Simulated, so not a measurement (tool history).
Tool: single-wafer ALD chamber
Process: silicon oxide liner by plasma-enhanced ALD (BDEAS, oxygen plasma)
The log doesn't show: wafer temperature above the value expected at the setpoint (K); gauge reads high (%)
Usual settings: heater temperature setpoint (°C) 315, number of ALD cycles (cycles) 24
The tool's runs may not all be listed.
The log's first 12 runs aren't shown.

run	hour	heater temperature setpoint (°C)	number of ALD cycles (cycles)	wafers since the last listed run	hours since the last thermocouple change	hours since the gauge calibration	read-back reference wafer on the same gauge, thickness_nm	mean film thickness on the monitor wafer (nm)
13	289.7	315	28	230	666.9	474.0	2.169	2.391
14	301.8	315	28	107	679.0	486.1	2.171	2.392
15	323.6	309	24	193	700.8	507.9	2.170	2.077
16	343.6	309	24	177	720.8	527.9	2.170	2.068
17	381.1	308	24	333	758.3	565.4	2.170	2.073
18	416.9	308	24	318	794.1	601.2	2.170	2.072
19	434.6	315	24	157	811.8	618.9	2.170	2.054
20	468.7	315	24	302	845.9	653.0	2.171	2.046
21	490.2	315	24	190	867.4	674.5	2.171	2.057
22	519.9	303	22	263	897.1	704.2	2.171	1.936
23	553.9	325	27	302	931.1	738.2	2.170	2.285

Forecast run 24:
24	575.0	304	24	187	952.2	759.3	?	?

{"run 24": {"read-back reference wafer on the same gauge, thickness_nm": 2.169, "mean film thickness on the monitor wafer (nm)": 2.101}}
Without the tool's hidden state the same run would have given mean film thickness on the monitor wafer (nm) 2.079.
